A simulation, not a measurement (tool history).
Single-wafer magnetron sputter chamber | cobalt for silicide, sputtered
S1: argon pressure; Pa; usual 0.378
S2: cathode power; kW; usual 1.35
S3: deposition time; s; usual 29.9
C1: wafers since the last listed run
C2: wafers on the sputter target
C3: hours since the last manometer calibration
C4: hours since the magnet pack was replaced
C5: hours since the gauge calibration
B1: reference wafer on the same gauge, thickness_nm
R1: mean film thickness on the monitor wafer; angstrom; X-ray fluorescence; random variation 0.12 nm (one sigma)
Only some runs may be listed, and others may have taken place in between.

run	day	S1	S2	S3	C1	C2	C3	C4	C5	B1	R1
1	0	0.378	1.35	34.6	0	3287	415.8	3151.5	996.6	20.29	250.84
2	2.129	0.378	1.35	34.6	1361	4649	466.9	3202.6	1047.7	20.319	251.87
3	6.346	0.378	1.35	34.6	2696	7345	568.1	3303.8	1148.9	20.301	250.64
4	9.454	0.413	1.35	25.4	1987	9332	642.7	3378.4	1223.5	20.267	182.34
# day 13.646: sputter target and shields replaced
5	13.667	0.413	1.35	25.4	2480	13	743.8	3479.5	1324.6	20.288	181.96
6	16.604	0.459	1.35	29.9	1878	1892	814.3	3550	1395.1	20.292	211.93
7	19.254	0.459	1.35	29.9	1694	3586	877.9	3613.6	1458.7	20.304	212.43
8	23.654	0.459	1.35	29.9	2813	6399	983.5	3719.2	1564.3	20.296	210.15
9	28.146	0.302	1.35	29.9	2871	9271	1091.3	3827	1672.1	20.297	223.73
# day 29.108: sputter target and shields replaced
# day 29.821: gauge calibrated
# day 31.029: capacitance manometer re-zeroed and calibrated
10	31.05	0.302	1.35	29.9	1430	1028	0.5	3896.7	29.5	20.318	222.25
11	34.217	0.302	1.35	29.9	2024	3052	76.5	3972.7	105.5	20.29	222.81
12	36.075	0.378	1.35	29.9	1188	4241	121.1	4017.3	150.1	20.31	217.67
13	38.408	0.378	1.35	29.9	1491	5733	177.1	4073.3	206.1	20.312	217.27
# day 43.133: sputter target and shields replaced
14	43.154	0.378	1.35	29.9	2821	14	291	4187.2	320	20.296	217.79
15	46.475	0.52	1.45	35.2	2123	2137	370.7	4266.9	399.7	20.308	260.21
16	49.392	0.462	1.15	29.9	1864	4002	440.7	4336.9	469.7	20.291	183.82
17	53.471	0.378	1.35	29.9	2608	6610	538.6	4434.8	567.6	20.316	216.88
18	57.125	0.51	1.05	29.9	2336	8946	626.3	4522.5	655.3	20.303	168.46
19	58.75	0.378	1.5	29.9	1039	9985	665.3	4561.5	694.3	20.278	239.25
# day 59.979: sputter target and shields replaced
20	60.488	0.246	1.35	35.3	897	324	707	4603.2	736	20.294	268.9
# day 62.246: magnet pack replaced
21	62.796	0.378	1.15	29.9	1262	1587	762.4	13.2	791.4	20.308	190.8
22	64.683	0.378	1.35	29.9	1206	2794	807.7	58.5	836.7	20.305	215.01
23	67.45	0.472	1.2	27.9	1768	4563	874.1	124.9	903.1	20.295	179.1
24	69.996	0.476	1.55	31.5	1627	6191	935.2	186	964.2	20.287	253
25	71.696	0.253	1.25	33.6	1086	7278	976	226.8	1005	20.289	239.18
26	73.408	0.378	1.35	29.9	1094	8373	1017.1	267.9	1046.1	20.328	216.9
# day 76.096: sputter target and shields replaced
27	76.688	0.527	1.7	29.9	1883	378	1095.8	346.6	1124.8	20.285	252.37
# day 79.2: capacitance manometer re-zeroed and calibrated
28	79.479	0.378	1.55	27.6	1571	1950	6.7	413.6	1191.8	20.286	226.2
29	82.362	0.378	1.5	35	1843	3794	75.9	482.8	1261	20.288	280.73

Below are 4 alternative next runs, each starting from the tool's condition after run 29. Predict each:
A	82.379	0.378	1.35	29.9	10	3804	76.3	483.2	1261.4	?	?
B	82.379	0.277	1.05	33.7	10	3804	76.3	483.2	1261.4	?	?
C	82.379	0.29	1.25	29.9	10	3804	76.3	483.2	1261.4	?	?
D	82.379	0.282	1.35	35.1	10	3804	76.3	483.2	1261.4	?	?

run	B1	R1
A	20.29	215.79
B	20.29	202.82
C	20.29	207.8
D	20.29	261.43
With the hidden condition removed and each run's random variation left untouched, the same runs would have given:
run	R1
A	215.79
B	202.82
C	207.8
D	261.43
